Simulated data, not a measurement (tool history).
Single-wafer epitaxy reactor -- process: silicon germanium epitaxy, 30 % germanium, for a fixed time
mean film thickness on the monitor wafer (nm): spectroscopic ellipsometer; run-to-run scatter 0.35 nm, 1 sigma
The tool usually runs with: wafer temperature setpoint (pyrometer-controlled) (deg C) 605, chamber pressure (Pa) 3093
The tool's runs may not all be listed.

run,hour,wafer temperature setpoint (pyrometer-controlled) (deg C),chamber pressure (Pa),wafers since the last listed run,hours since the last pyrometer calibration,hours since the last manometer calibration,hours since the showerhead was replaced,hours since the gauge calibration,"read-back reference wafer on the same gauge, thickness_nm",mean film thickness on the monitor wafer (nm)
1,0,605,3453,0,2203.3,359.2,3934,661.9,76.489,72.369
# hour 3.8: gauge calibrated
2,19.4,605,3453,581,2222.7,378.6,3953.4,15.6,76.62,73.191
3,111.5,605,3453,2758,2314.8,470.7,4045.5,107.7,76.613,72.291
4,137.8,605,3093,787,2341.1,497,4071.8,134,76.587,70.063
5,162.9,605,3093,751,2366.2,522.1,4096.9,159.1,76.604,68.798
6,178.5,605,3093,467,2381.8,537.7,4112.5,174.7,76.754,69.315
7,192.9,605,3093,431,2396.2,552.1,4126.9,189.1,76.401,69.156
8,228.1,605,3093,1054,2431.4,587.3,4162.1,224.3,76.362,69.355
9,265.7,605,3093,1126,2469,624.9,4199.7,261.9,76.254,70.124
10,289.2,605,3093,703,2492.5,648.4,4223.2,285.4,76.384,69.615
11,336.8,605,3093,1425,2540.1,696,4270.8,333,76.642,69.761
12,368.5,605,3093,949,2571.8,727.7,4302.5,364.7,76.551,69.332
# hour 380.9: showerhead replaced
13,382.2,605,3093,170,2585.5,741.4,1.3,378.4,76.396,69.697
# hour 421.2: pyrometer calibrated
14,421.7,605,3093,943,0.5,780.9,40.8,417.9,76.522,63.539
15,427,614,2546,158,5.8,786.2,46.1,423.2,76.556,68.328
16,448.7,590,3586,650,27.5,807.9,67.8,444.9,76.316,52.704
17,462.5,611,3320,413,41.3,821.7,81.6,458.7,76.672,73.151
18,475,605,3093,374,53.8,834.2,94.1,471.2,76.439,64.312
19,487.7,594,3653,380,66.5,846.9,106.8,483.9,76.536,57.236
# hour 516: capacitance manometer re-zeroed and calibrated
20,523.5,605,3093,832,102.3,7.5,142.6,519.7,76.631,64.977
21,548.1,605,3093,736,126.9,32.1,167.2,544.3,76.548,65.563
22,577,599,2413,865,155.8,61,196.1,573.2,76.461,53.245
23,606.1,605,3093,871,184.9,90.1,225.2,602.3,76.446,65.734
24,623.9,599,3653,533,202.7,107.9,243,620.1,76.342,64.421
# hour 659.3: gauge calibrated
25,670.7,605,3093,1401,249.5,154.7,289.8,11.4,76.56,65.664
26,706.5,590,2773,1072,285.3,190.5,325.6,47.2,76.441,48.786
27,740,617,3520,1003,318.8,224,359.1,80.7,76.423,84.539
28,757.5,605,3093,524,336.3,241.5,376.6,98.2,76.72,65.749
29,824.9,590,2586,2018,403.7,308.9,444,165.6,76.67,47.169
30,857.6,599,3666,979,436.4,341.6,476.7,198.3,76.495,63.817

Estimate the outcome of run 31 from the log above:
31,879.4,605,3093,653,458.2,363.4,498.5,220.1,?,?

read-back reference wafer on the same gauge, thickness_nm: 76.643
mean film thickness on the monitor wafer (nm): 66.021
With no hidden state in the tool, this same run would have given mean film thickness on the monitor wafer (nm) 65.545.

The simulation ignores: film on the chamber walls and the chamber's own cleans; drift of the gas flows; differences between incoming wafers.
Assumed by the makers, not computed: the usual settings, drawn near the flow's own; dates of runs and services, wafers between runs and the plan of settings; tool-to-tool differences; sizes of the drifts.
